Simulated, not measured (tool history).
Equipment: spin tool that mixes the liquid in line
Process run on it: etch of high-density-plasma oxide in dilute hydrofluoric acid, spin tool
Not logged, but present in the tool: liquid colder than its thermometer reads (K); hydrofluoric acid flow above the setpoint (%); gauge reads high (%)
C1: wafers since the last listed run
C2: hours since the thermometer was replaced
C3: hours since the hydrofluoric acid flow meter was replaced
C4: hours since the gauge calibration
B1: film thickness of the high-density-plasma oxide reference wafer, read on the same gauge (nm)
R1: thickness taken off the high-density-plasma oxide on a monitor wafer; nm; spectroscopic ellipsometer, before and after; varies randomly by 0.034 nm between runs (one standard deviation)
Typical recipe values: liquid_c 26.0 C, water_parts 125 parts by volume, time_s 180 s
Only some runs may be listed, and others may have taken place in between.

Run 1, day 0.000: usual settings; C1 0; C2 854.7; C3 1453.7; C4 418.0; B1 148.36. Result: R1 9.40 nm.
Run 2, day 2.938: usual settings; C1 454; C2 925.2; C3 1524.2; C4 488.5; B1 147.90. Result: R1 9.38 nm.
Run 3, day 5.429: usual settings; C1 385; C2 985.0; C3 1584.0; C4 548.3; B1 147.46. Result: R1 9.31 nm.
Run 4, day 6.717: usual settings but water_parts 110 parts by volume, time_s 260 s; C1 199; C2 1015.9; C3 1614.9; C4 579.2; B1 147.19. Result: R1 15.52 nm.
Run 5, day 8.788: usual settings; C1 320; C2 1065.6; C3 1664.6; C4 628.9; B1 146.80. Result: R1 9.28 nm.
At day 10.379: gauge calibrated.
Run 6, day 11.762: usual settings; C1 460; C2 1137.0; C3 1736.0; C4 33.2; B1 150.18. Result: R1 9.48 nm.
Run 7, day 13.967: usual settings; C1 341; C2 1189.9; C3 1788.9; C4 86.1; B1 150.16. Result: R1 9.49 nm.
Run 8, day 15.104: usual settings; C1 175; C2 1217.2; C3 1816.2; C4 113.4; B1 150.11. Result: R1 9.46 nm.
Run 9, day 17.575: usual settings but liquid_c 24.0 C; C1 382; C2 1276.5; C3 1875.5; C4 172.7; B1 149.99. Result: R1 8.84 nm.
Run 10, day 19.996: usual settings but water_parts 175 parts by volume, time_s 220 s; C1 374; C2 1334.6; C3 1933.6; C4 230.8; B1 149.81. Result: R1 7.78 nm.
Run 11, day 21.525: usual settings; C1 236; C2 1371.3; C3 1970.3; C4 267.5; B1 149.67. Result: R1 9.52 nm.
At day 22.325: thermometer replaced.
Run 12, day 22.600: usual settings but liquid_c 31.0 C, water_parts 140 parts by volume; C1 159; C2 6.6; C3 1996.1; C4 293.3; B1 149.59. Result: R1 9.94 nm.
Run 13, day 25.025: usual settings but liquid_c 24.0 C, water_parts 80 parts by volume, time_s 250 s; C1 375; C2 64.8; C3 2054.3; C4 351.5; B1 149.32. Result: R1 20.07 nm.
At day 27.142: hydrofluoric acid flow meter replaced.
Run 14, day 27.629: usual settings but water_parts 85 parts by volume, time_s 220 s; C1 396; C2 127.3; C3 11.7; C4 414.0; B1 148.97. Result: R1 17.78 nm.
Run 15, day 28.946: usual settings; C1 203; C2 158.9; C3 43.3; C4 445.6; B1 148.78. Result: R1 9.36 nm.
Run 16, day 31.708: usual settings but water_parts 90 parts by volume, time_s 270 s; C1 427; C2 225.2; C3 109.6; C4 511.9; B1 148.33. Result: R1 20.42 nm.
Run 17, day 33.950: usual settings but liquid_c 23.5 C, water_parts 70 parts by volume, time_s 100 s; C1 346; C2 279.0; C3 163.4; C4 565.7; B1 147.91. Result: R1 9.00 nm.

Below, some changes in R1 between adjacent runs. For each, the amount present without the hidden state too (settings, incoming material, random variation) and the amount remaining for the hidden state with gauge scatter not shared by both compared results:
Run 5 -> 6: gauge calibrated. R1 +0.20 nm: hidden state +0.21, all else -0.01.
Run 16 -> 17: liquid_c 26.0 -> 23.5, water_parts 90 -> 70, time_s 270 -> 100. R1 -11.42 nm: hidden state +0.10, all else -11.52.

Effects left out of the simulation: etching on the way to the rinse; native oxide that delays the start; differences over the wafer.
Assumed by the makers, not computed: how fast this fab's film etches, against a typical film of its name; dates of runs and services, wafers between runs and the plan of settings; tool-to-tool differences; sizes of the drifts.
